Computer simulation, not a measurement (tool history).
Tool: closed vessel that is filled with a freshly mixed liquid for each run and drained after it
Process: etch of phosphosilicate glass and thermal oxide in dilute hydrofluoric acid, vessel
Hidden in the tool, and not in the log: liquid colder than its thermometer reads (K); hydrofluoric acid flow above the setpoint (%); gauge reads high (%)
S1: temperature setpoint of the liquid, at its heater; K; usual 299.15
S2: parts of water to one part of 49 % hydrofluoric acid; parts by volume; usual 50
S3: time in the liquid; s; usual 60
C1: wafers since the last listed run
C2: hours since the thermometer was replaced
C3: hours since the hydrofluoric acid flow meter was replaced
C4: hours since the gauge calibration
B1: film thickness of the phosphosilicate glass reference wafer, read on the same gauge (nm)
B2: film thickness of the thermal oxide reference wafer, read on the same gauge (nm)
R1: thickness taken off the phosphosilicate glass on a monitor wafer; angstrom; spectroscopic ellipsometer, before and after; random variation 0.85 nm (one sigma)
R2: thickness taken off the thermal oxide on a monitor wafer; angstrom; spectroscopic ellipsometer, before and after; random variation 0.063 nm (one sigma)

run 1 hour=0.0 | S1=299.15 S2=50 S3=60 | C1=0 C2=1064.6 C3=485.6 C4=525.8 | B1=140.01 B2=90.02 | R1=2775.0 R2=70.8
run 2 hour=30.3 | S1=299.15 S2=50 S3=60 | C1=4370 C2=1094.9 C3=515.9 C4=556.1 | B1=140.01 B2=90.00 | R1=2783.5 R2=69.6
run 3 hour=46.9 | S1=299.15 S2=50 S3=60 | C1=2394 C2=1111.5 C3=532.5 C4=572.7 | B1=139.98 B2=89.98 | R1=2768.0 R2=70.9
run 4 hour=71.9 | S1=299.15 S2=50 S3=60 | C1=3606 C2=1136.5 C3=557.5 C4=597.7 | B1=140.02 B2=90.00 | R1=2795.7 R2=71.3
-- hour=103.4 gauge calibrated
run 5 hour=142.5 | S1=299.15 S2=50 S3=60 | C1=10184 C2=1207.1 C3=628.1 C4=39.1 | B1=140.01 B2=90.00 | R1=2797.4 R2=71.0
run 6 hour=171.4 | S1=299.15 S2=50 S3=60 | C1=4168 C2=1236.0 C3=657.0 C4=68.0 | B1=139.99 B2=89.98 | R1=2791.0 R2=70.8
run 7 hour=203.4 | S1=299.15 S2=50 S3=60 | C1=4616 C2=1268.0 C3=689.0 C4=100.0 | B1=140.00 B2=89.98 | R1=2787.4 R2=70.7
-- hour=273.3 thermometer replaced
run 8 hour=285.1 | S1=303.65 S2=50 S3=35 | C1=11641 C2=11.8 C3=770.7 C4=181.7 | B1=140.00 B2=90.00 | R1=1955.3 R2=49.9
run 9 hour=307.1 | S1=294.65 S2=50 S3=50 | C1=3173 C2=33.8 C3=792.7 C4=203.7 | B1=140.01 B2=89.99 | R1=1936.5 R2=49.5
run 10 hour=321.7 | S1=296.65 S2=65 S3=40 | C1=2106 C2=48.4 C3=807.3 C4=218.3 | B1=139.99 B2=90.00 | R1=1279.7 R2=32.4
run 11 hour=334.5 | S1=297.65 S2=70 S3=30 | C1=1846 C2=61.2 C3=820.1 C4=231.1 | B1=140.01 B2=90.01 | R1=923.2 R2=23.7
run 12 hour=364.2 | S1=303.65 S2=25 S3=40 | C1=4284 C2=90.9 C3=849.8 C4=260.8 | B1=140.00 B2=89.99 | R1=4705.9 R2=118.2
-- hour=367.4 hydrofluoric acid flow meter replaced
run 13 hour=385.9 | S1=299.15 S2=45 S3=60 | C1=2986 C2=112.6 C3=18.5 C4=282.5 | B1=139.98 B2=89.99 | R1=3035.5 R2=76.8
run 14 hour=414.4 | S1=296.15 S2=40 S3=45 | C1=4111 C2=141.1 C3=47.0 C4=311.0 | B1=140.00 B2=90.00 | R1=2281.0 R2=58.1
run 15 hour=430.6 | S1=299.15 S2=40 S3=40 | C1=2336 C2=157.3 C3=63.2 C4=327.2 | B1=139.98 B2=89.98 | R1=2308.7 R2=59.0
run 16 hour=453.1 | S1=302.65 S2=35 S3=60 | C1=3245 C2=179.8 C3=85.7 C4=349.7 | B1=140.03 B2=89.98 | R1=4599.7 R2=116.8
run 17 hour=484.0 | S1=299.15 S2=50 S3=60 | C1=4457 C2=210.7 C3=116.6 C4=380.6 | B1=140.00 B2=89.99 | R1=2740.6 R2=68.9
run 18 hour=514.7 | S1=299.15 S2=50 S3=60 | C1=4428 C2=241.4 C3=147.3 C4=411.3 | B1=139.99 B2=89.98 | R1=2745.1 R2=70.0
run 19 hour=533.0 | S1=296.15 S2=35 S3=80 | C1=2639 C2=259.7 C3=165.6 C4=429.6 | B1=140.00 B2=89.96 | R1=4702.3 R2=122.0
run 20 hour=568.1 | S1=297.65 S2=30 S3=35 | C1=5063 C2=294.8 C3=200.7 C4=464.7 | B1=139.98 B2=90.02 | R1=2590.8 R2=64.9
run 21 hour=593.0 | S1=297.65 S2=30 S3=70 | C1=3591 C2=319.7 C3=225.6 C4=489.6 | B1=140.02 B2=90.05 | R1=5162.2 R2=129.9
run 22 hour=619.5 | S1=299.15 S2=50 S3=60 | C1=3822 C2=346.2 C3=252.1 C4=516.1 | B1=140.00 B2=89.99 | R1=2758.6 R2=70.0
run 23 hour=650.2 | S1=299.15 S2=50 S3=60 | C1=4428 C2=376.9 C3=282.8 C4=546.8 | B1=139.99 B2=90.01 | R1=2766.4 R2=69.9
run 24 hour=683.0 | S1=299.15 S2=50 S3=60 | C1=4731 C2=409.7 C3=315.6 C4=579.6 | B1=140.01 B2=89.99 | R1=2747.9 R2=71.0
run 25 hour=704.8 | S1=299.15 S2=50 S3=90 | C1=3144 C2=431.5 C3=337.4 C4=601.4 | B1=139.99 B2=89.99 | R1=4140.7 R2=104.9

Forecast each of these 5 alternatives for the next run:
run A hour=705.5 | S1=301.15 S2=50 S3=60 | C1=100 C2=432.2 C3=338.1 C4=602.1 | B1=? B2=? | R1=? R2=?
run B hour=705.5 | S1=301.15 S2=50 S3=70 | C1=100 C2=432.2 C3=338.1 C4=602.1 | B1=? B2=? | R1=? R2=?
run C hour=705.5 | S1=297.65 S2=70 S3=70 | C1=100 C2=432.2 C3=338.1 C4=602.1 | B1=? B2=? | R1=? R2=?
run D hour=705.5 | S1=296.65 S2=55 S3=40 | C1=100 C2=432.2 C3=338.1 C4=602.1 | B1=? B2=? | R1=? R2=?
run E hour=705.5 | S1=295.15 S2=35 S3=60 | C1=100 C2=432.2 C3=338.1 C4=602.1 | B1=? B2=? | R1=? R2=?

run=A B1=139.99 B2=89.98 R1=2993.9 R2=77.1
run=B B1=139.99 B2=89.98 R1=3492.9 R2=89.9
run=C B1=139.99 B2=89.98 R1=2109.6 R2=54.3
run=D B1=139.99 B2=89.98 R1=1501.5 R2=38.7
run=E B1=139.99 B2=89.98 R1=3410.3 R2=87.8
Without the tool's hidden state the same runs would have given:
run=A R1=2945.1 R2=75.8
run=B R1=3436.0 R2=88.5
run=C R1=2074.8 R2=53.4
run=D R1=1477.3 R2=38.0
run=E R1=3356.4 R2=86.4
